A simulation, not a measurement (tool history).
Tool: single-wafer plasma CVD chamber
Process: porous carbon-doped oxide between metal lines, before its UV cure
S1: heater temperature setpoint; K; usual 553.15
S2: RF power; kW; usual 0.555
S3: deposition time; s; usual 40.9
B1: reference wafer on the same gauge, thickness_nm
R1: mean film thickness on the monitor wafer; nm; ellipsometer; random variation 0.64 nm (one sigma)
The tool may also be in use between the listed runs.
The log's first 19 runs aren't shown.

run	hour	S1	S2	S3	B1	R1
# hour 251.4: gauge calibrated
20	253.6	564.15	0.555	43.7	253.003	251.849
# hour 262.6: RF generator calibrated
21	263.2	560.15	0.48	43.7	252.961	250.42
22	280.2	542.15	0.555	43.6	252.869	307.507
23	295.5	553.15	0.555	40.9	252.737	266.909
24	312.6	563.15	0.62	44.5	253.196	290.576
25	327.2	541.15	0.555	46	253.07	325.511
26	337.5	553.15	0.555	45	253.144	295.105
27	353.8	542.15	0.66	46.7	252.948	363.929
28	370.1	548.15	0.61	33.7	253.126	242.695
29	378	547.15	0.48	40.9	253.185	255.239
30	386	553.15	0.555	40.9	253.18	267.491
31	398.9	547.15	0.555	36.8	253.001	251.556
32	412.7	548.15	0.665	48	253.153	360.107
33	419.6	567.15	0.49	44.9	253.111	247.599

5 ways to go on from here, each from the tool as it stands after run 33. What would each give?
A	420	553.15	0.555	35.6	?	?
B	420	549.15	0.555	40.9	?	?
C	420	558.15	0.64	40.9	?	?
D	420	540.15	0.455	40.9	?	?
E	420	565.15	0.66	46.8	?	?

run	B1	R1
A	253.023	233.367
B	253.023	274.679
C	253.023	280.788
D	253.023	260.405
E	253.023	311.551
Without the tool's hidden state the same runs would have given:
run	R1
A	233.966
B	275.384
C	281.51
D	261.099
E	312.351
